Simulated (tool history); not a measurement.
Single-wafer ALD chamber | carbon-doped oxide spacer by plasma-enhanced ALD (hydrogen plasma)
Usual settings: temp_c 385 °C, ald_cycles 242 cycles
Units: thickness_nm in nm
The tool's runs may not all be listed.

run   hour  temp_c  ald_cycles  wafers since the last listed run  hours since the last thermocouple change  hours since the gauge calibration  read-back reference wafer on the same gauge, thickness_nm  thickness_nm
  1      0     385         242                                 0                                    1853.7                              320.2                                                     14.504        13.317
  2    6.3     385         242                                 6                                      1860                              326.5                                                     14.495        13.327
  3   44.5     385         242                                37                                    1898.2                              364.7                                                     14.494        13.273
  4   60.1     385         242                                15                                    1913.8                              380.3                                                     14.499        13.447
  5   90.6     385         242                                29                                    1944.3                              410.8                                                     14.506        13.326
  6   99.1     385         279                                 8                                    1952.8                              419.3                                                     14.508        15.503
  7  108.1     385         279                                 8                                    1961.8                              428.3                                                      14.51        15.433
  8  116.6     385         279                                 8                                    1970.3                              436.8                                                     14.507         15.37
  9    125     391         242                                 8                                    1978.7                              445.2                                                     14.495        13.272
     132.2  -- gauge calibrated
 10  137.8     385         252                                12                                    1991.5                                5.6                                                     14.491        13.838
 11  144.2     385         252                                 6                                    1997.9                                 12                                                     14.518        13.865
 12  161.8     385         252                                17                                    2015.5                               29.6                                                     14.503         13.88
 13  172.4     385         242                                10                                    2026.1                               40.2                                                     14.498        13.332
 14  185.7     385         242                                13                                    2039.4                               53.5                                                     14.495         13.29
 15  200.4     385         242                                14                                    2054.1                               68.2                                                     14.507        13.238
 16  209.6     371         259                                 9                                    2063.3                               77.4                                                     14.499        14.278
 17  220.5     385         242                                10                                    2074.2                               88.3                                                     14.497        13.416
 18  235.5     385         204                                14                                    2089.2                              103.3                                                       14.5        11.238
     246.8  -- thermocouple changed; heater temperature recalibrated
 19  251.8     391         203                                 8                                         5                              119.6                                                     14.496         11.11
 20  260.9     385         242                                 8                                      14.1                              128.7                                                     14.502        13.291
 21  273.1     385         214                                11                                      26.3                              140.9                                                     14.498        11.736
 22    289     376         222                                15                                      42.2                              156.8                                                       14.5        12.208

Run 23 comes next. What will it give?
 23  305.1     385         252                                15                                      58.3                              172.9                                                          ?             ?

Run 23 gave read-back reference wafer on the same gauge, thickness_nm 14.491, thickness_nm 13.819 nm.
Without the tool's hidden state the same run would have given thickness_nm 13.819 nm.
